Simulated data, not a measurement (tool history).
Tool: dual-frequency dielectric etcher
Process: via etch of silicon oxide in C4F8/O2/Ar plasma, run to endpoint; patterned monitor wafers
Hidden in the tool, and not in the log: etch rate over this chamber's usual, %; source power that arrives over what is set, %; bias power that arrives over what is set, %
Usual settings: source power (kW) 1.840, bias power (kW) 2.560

run	day	source power (kW)	bias power (kW)	wafers since the last listed run	hours since the last wet clean	hours since the last source power generator calibration	hours since the last bias power generator calibration	hours since the last upper electrode change	incoming incoming film thickness, nm	endpoint time (s)
1	0.000	1.840	2.560	0	255.6	1645.9	2403.8	2048.1	1212.1	228.6
2	3.904	1.640	2.560	323	349.3	1739.6	2497.5	2141.8	1210.1	238.9
3	7.450	1.640	2.560	294	434.4	1824.7	2582.6	2226.9	1218.0	239.9
4	9.954	1.840	2.560	207	494.5	1884.8	2642.7	2287.0	1209.4	227.1
# day 11.796: wet clean of the chamber
5	13.762	1.840	2.560	232	47.2	1976.2	2734.1	2378.4	1216.9	228.7
6	17.379	1.840	2.560	300	134.0	2063.0	2820.9	2465.2	1214.9	227.5
7	24.796	1.840	2.312	615	312.0	2241.0	2998.9	2643.2	1211.8	231.7
8	29.112	1.840	2.312	358	415.6	2344.6	3102.5	2746.8	1202.6	231.0
9	32.562	1.840	2.312	286	498.4	2427.4	3185.3	2829.6	1198.0	228.9
# day 33.592: wet clean of the chamber
10	36.204	1.840	2.560	219	62.7	2514.8	3272.7	2917.0	1218.6	227.2
11	37.938	1.840	2.560	143	104.3	2556.4	3314.3	2958.6	1201.0	223.2
12	41.875	1.840	2.738	326	198.8	2650.9	3408.8	3053.1	1200.5	217.9
# day 43.950: upper electrode replaced
13	43.971	1.840	2.738	90	249.1	2701.2	3459.1	0.5	1207.8	220.8
14	46.708	1.990	2.345	227	314.8	2766.9	3524.8	66.2	1220.5	222.5
# day 50.262: source power generator calibrated
15	50.542	1.490	3.105	304	406.8	6.7	3616.8	158.2	1207.2	239.2
# day 53.179: wet clean of the chamber
16	53.196	1.550	2.019	137	0.4	70.4	3680.5	221.9	1216.7	267.9
17	54.938	1.840	2.560	144	42.2	112.2	3722.3	263.7	1205.4	229.6
18	57.038	1.490	3.136	174	92.6	162.6	3772.7	314.1	1213.1	239.3
# day 57.633: bias power generator calibrated
19	61.500	1.840	2.560	356	199.7	269.7	92.8	421.2	1220.8	233.6
20	64.592	1.840	2.560	256	273.9	343.9	167.0	495.4	1220.3	232.2
21	68.517	1.640	2.329	325	368.1	438.1	261.2	589.6	1202.5	245.2
# day 72.412: wet clean of the chamber
22	75.179	1.490	2.144	469	66.4	598.0	421.1	749.5	1204.2	262.1
23	78.267	1.490	1.971	256	140.5	672.1	495.2	823.6	1207.6	269.9
24	81.800	2.220	2.338	293	225.3	756.9	580.0	908.4	1210.8	216.7
25	83.717	2.240	2.853	159	271.3	802.9	626.0	954.4	1207.9	204.3
26	86.983	1.550	2.068	271	349.7	881.3	704.4	1032.8	1201.0	259.2
27	91.229	1.840	2.560	352	451.6	983.2	806.3	1134.7	1193.4	227.9

Forecast each of these 5 alternatives for the next run:
A	91.250	1.840	2.560	1	452.1	983.7	806.8	1135.2	1216.1	?
B	91.250	1.840	2.031	1	452.1	983.7	806.8	1135.2	1216.1	?
C	91.250	1.840	2.751	1	452.1	983.7	806.8	1135.2	1216.1	?
D	91.250	1.690	2.053	1	452.1	983.7	806.8	1135.2	1216.1	?
E	91.250	1.530	2.859	1	452.1	983.7	806.8	1135.2	1216.1	?

run	endpoint time (s)
A	231.9
B	246.4
C	227.3
D	254.8
E	243.1
Without the tool's hidden state the same runs would have given:
run	endpoint time (s)
A	232.6
B	247.1
C	228.0
D	255.6
E	243.8
